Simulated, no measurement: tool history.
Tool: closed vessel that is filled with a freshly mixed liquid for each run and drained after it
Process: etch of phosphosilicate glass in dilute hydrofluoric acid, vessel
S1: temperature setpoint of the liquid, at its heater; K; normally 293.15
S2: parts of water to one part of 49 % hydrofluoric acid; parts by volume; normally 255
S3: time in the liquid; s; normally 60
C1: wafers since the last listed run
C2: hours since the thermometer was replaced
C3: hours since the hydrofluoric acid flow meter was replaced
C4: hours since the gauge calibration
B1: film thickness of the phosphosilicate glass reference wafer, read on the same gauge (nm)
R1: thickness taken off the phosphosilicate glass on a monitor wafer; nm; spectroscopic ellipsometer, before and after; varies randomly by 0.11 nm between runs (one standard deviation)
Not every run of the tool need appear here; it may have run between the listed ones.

run 1 hour=0 | S1=293.15 S2=255 S3=60 | C1=0 C2=552.2 C3=572.1 C4=642.7 | B1=109.99 | R1=33.94
run 2 hour=51.6 | S1=293.15 S2=255 S3=60 | C1=4527 C2=603.8 C3=623.7 C4=694.3 | B1=110.01 | R1=33.9
run 3 hour=103.4 | S1=293.15 S2=255 S3=60 | C1=4545 C2=655.6 C3=675.5 C4=746.1 | B1=110 | R1=33.7
run 4 hour=161.4 | S1=293.15 S2=210 S3=60 | C1=5089 C2=713.6 C3=733.5 C4=804.1 | B1=110 | R1=42.89
run 5 hour=302.9 | S1=293.15 S2=210 S3=60 | C1=12416 C2=855.1 C3=875 C4=945.6 | B1=109.98 | R1=42.45
run 6 hour=345 | S1=293.15 S2=255 S3=60 | C1=3694 C2=897.2 C3=917.1 C4=987.7 | B1=109.99 | R1=33.59
-- hour=375.9 thermometer replaced
run 7 hour=380 | S1=293.15 S2=255 S3=60 | C1=2983 C2=4.1 C3=952.1 C4=1022.7 | B1=110 | R1=33.72
run 8 hour=427.5 | S1=293.15 S2=255 S3=60 | C1=4168 C2=51.6 C3=999.6 C4=1070.2 | B1=109.99 | R1=33.58
-- hour=462.9 hydrofluoric acid flow meter replaced
run 9 hour=475.5 | S1=293.15 S2=255 S3=60 | C1=4124 C2=99.6 C3=12.6 C4=1118.2 | B1=110 | R1=34.25
run 10 hour=506.8 | S1=293.15 S2=255 S3=60 | C1=2746 C2=130.9 C3=43.9 C4=1149.5 | B1=110.01 | R1=34.37
-- hour=527.2 gauge calibrated
run 11 hour=576.8 | S1=293.15 S2=255 S3=60 | C1=6142 C2=200.9 C3=113.9 C4=49.6 | B1=110.01 | R1=34.19
run 12 hour=627.8 | S1=293.15 S2=255 S3=60 | C1=4475 C2=251.9 C3=164.9 C4=100.6 | B1=109.98 | R1=34.37
run 13 hour=670.5 | S1=290.15 S2=290 S3=60 | C1=3746 C2=294.6 C3=207.6 C4=143.3 | B1=110.01 | R1=25.93
run 14 hour=730.5 | S1=291.65 S2=195 S3=80 | C1=5265 C2=354.6 C3=267.6 C4=203.3 | B1=110.02 | R1=59.57
run 15 hour=767.8 | S1=297.65 S2=255 S3=30 | C1=3273 C2=391.9 C3=304.9 C4=240.6 | B1=109.98 | R1=20.08
run 16 hour=829.7 | S1=290.65 S2=150 S3=85 | C1=5431 C2=453.8 C3=366.8 C4=302.5 | B1=109.99 | R1=82.33
run 17 hour=876.9 | S1=293.15 S2=255 S3=60 | C1=4141 C2=501 C3=414 C4=349.7 | B1=110.01 | R1=34.15
run 18 hour=920.8 | S1=293.15 S2=255 S3=45 | C1=3852 C2=544.9 C3=457.9 C4=393.6 | B1=110.01 | R1=25.47
run 19 hour=946.4 | S1=293.15 S2=180 S3=60 | C1=2246 C2=570.5 C3=483.5 C4=419.2 | B1=109.98 | R1=51.76
run 20 hour=1008.7 | S1=297.15 S2=360 S3=85 | C1=5466 C2=632.8 C3=545.8 C4=481.5 | B1=110.02 | R1=35.35
run 21 hour=1059.3 | S1=297.15 S2=210 S3=95 | C1=4440 C2=683.4 C3=596.4 C4=532.1 | B1=109.98 | R1=78.83
run 22 hour=1084.4 | S1=291.65 S2=195 S3=80 | C1=2202 C2=708.5 C3=621.5 C4=557.2 | B1=110.01 | R1=59.16

4 options for the next run, each taken on its own from the tool as it stands now. Forecast them:
run A hour=1085.1 | S1=293.15 S2=255 S3=60 | C1=61 C2=709.2 C3=622.2 C4=557.9 | B1=? | R1=?
run B hour=1085.1 | S1=297.65 S2=330 S3=60 | C1=61 C2=709.2 C3=622.2 C4=557.9 | B1=? | R1=?
run C hour=1085.1 | S1=293.15 S2=255 S3=85 | C1=61 C2=709.2 C3=622.2 C4=557.9 | B1=? | R1=?
run D hour=1085.1 | S1=293.15 S2=355 S3=30 | C1=61 C2=709.2 C3=622.2 C4=557.9 | B1=? | R1=?

run=A B1=109.99 R1=33.97
run=B B1=109.99 R1=28.68
run=C B1=109.99 R1=48.13
run=D B1=109.99 R1=11.15
With no hidden state in the tool, these same runs would have given:
run=A R1=34.58
run=B R1=29.23
run=C R1=48.98
run=D R1=11.36
